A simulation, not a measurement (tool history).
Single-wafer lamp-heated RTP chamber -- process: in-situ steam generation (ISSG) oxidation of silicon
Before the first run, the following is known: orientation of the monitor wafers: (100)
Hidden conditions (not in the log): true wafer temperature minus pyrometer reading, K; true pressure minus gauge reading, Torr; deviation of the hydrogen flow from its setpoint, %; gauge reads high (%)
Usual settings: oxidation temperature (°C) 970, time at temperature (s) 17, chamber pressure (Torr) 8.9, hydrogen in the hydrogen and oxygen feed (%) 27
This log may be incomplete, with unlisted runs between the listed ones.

run,day,oxidation temperature (°C),time at temperature (s),chamber pressure (Torr),hydrogen in the hydrogen and oxygen feed (%),wafers since the last listed run,wafers since the last pyrometer calibration,hours since the pressure gauge was zeroed,hours since the hydrogen flow controller was replaced,hours since the gauge calibration,"read-back reference wafer on the same gauge, thickness",oxide thickness on the monitor wafer (nm)
1,0.000,970,17,8.2,27,0,4144,2881.5,5560.0,329.4,5.103,4.937
2,3.196,970,17,8.9,27,1016,5160,2958.2,5636.7,406.1,5.103,4.932
3,4.446,970,17,8.9,27,397,5558,2988.2,5666.7,436.1,5.096,4.992
4,6.083,970,17,8.9,27,520,6078,3027.5,5706.0,475.4,5.099,4.988
5,7.379,970,17,8.9,27,412,6490,3058.6,5737.1,506.5,5.095,5.025
# day 7.800: pyrometer window cleaned and pyrometer calibrated
6,8.879,970,17,8.9,27,370,342,3094.6,5773.1,542.5,5.105,4.778
7,11.729,957,17,8.9,22,906,1248,3163.0,5841.5,610.9,5.104,4.407
8,12.850,970,17,8.9,27,356,1605,3189.9,5868.4,637.8,5.097,4.794
9,14.938,970,17,8.9,27,663,2269,3240.0,5918.5,687.9,5.097,4.837
10,16.838,970,17,8.9,22,604,2873,3285.6,5964.1,733.5,5.101,4.595
11,18.088,970,17,8.9,27,397,3270,3315.6,5994.1,763.5,5.104,4.842
# day 18.617: pressure gauge zeroed
# day 19.300: hydrogen flow controller replaced
12,20.617,970,17,9.8,27,592,3862,48.0,31.6,824.2,5.107,4.802
13,23.262,970,17,9.8,27,841,4703,111.5,95.1,887.7,5.106,4.830
14,24.550,970,17,8.9,27,409,5113,142.4,126.0,918.6,5.096,4.907
# day 25.954: pyrometer window cleaned and pyrometer calibrated
15,27.067,970,11,8.9,32,694,353,202.8,186.4,979.0,5.100,4.254
16,34.046,980,23,8.3,27,2219,2572,370.3,353.9,1146.5,5.099,5.706
17,35.725,987,23,9.5,31,533,3106,410.6,394.2,1186.8,5.098,5.999
18,37.854,952,17,9.5,31,676,3783,461.7,445.3,1237.9,5.102,4.709
19,38.892,970,17,8.9,27,329,4113,486.6,470.2,1262.8,5.111,4.898
# day 38.971: gauge calibrated
20,41.696,970,17,8.9,27,891,5004,553.9,537.5,65.4,5.100,4.937
21,44.338,970,17,8.9,27,839,5844,617.3,600.9,128.8,5.103,4.993
# day 45.825: pyrometer window cleaned and pyrometer calibrated
22,45.875,979,24,10.2,32,382,15,654.2,637.8,165.7,5.101,5.859
23,46.946,970,17,8.9,27,340,355,679.9,663.5,191.4,5.099,4.835
24,49.021,988,17,8.9,27,659,1015,729.7,713.3,241.2,5.097,5.168
25,50.804,970,17,8.0,27,567,1582,772.5,756.1,284.0,5.098,4.917
26,52.833,970,23,10.0,32,645,2227,821.2,804.8,332.7,5.101,5.638

5 ways to go on from here, each from the tool as it stands after run 26. What would each give?
A,52.850,970,17,8.9,27,5,2233,821.6,805.2,333.1,?,?
B,52.850,970,17,9.3,32,5,2233,821.6,805.2,333.1,?,?
C,52.850,988,10,8.3,27,5,2233,821.6,805.2,333.1,?,?
D,52.850,957,21,8.9,27,5,2233,821.6,805.2,333.1,?,?
E,52.850,970,17,8.9,32,5,2233,821.6,805.2,333.1,?,?

run,"read-back reference wafer on the same gauge, thickness",oxide thickness on the monitor wafer (nm)
A,5.103,4.855
B,5.103,5.027
C,5.103,4.179
D,5.103,5.078
E,5.103,5.067
What these runs would have given with no unlogged condition in the tool:
run,oxide thickness on the monitor wafer (nm)
A,4.810
B,4.980
C,4.143
D,5.031
E,5.019
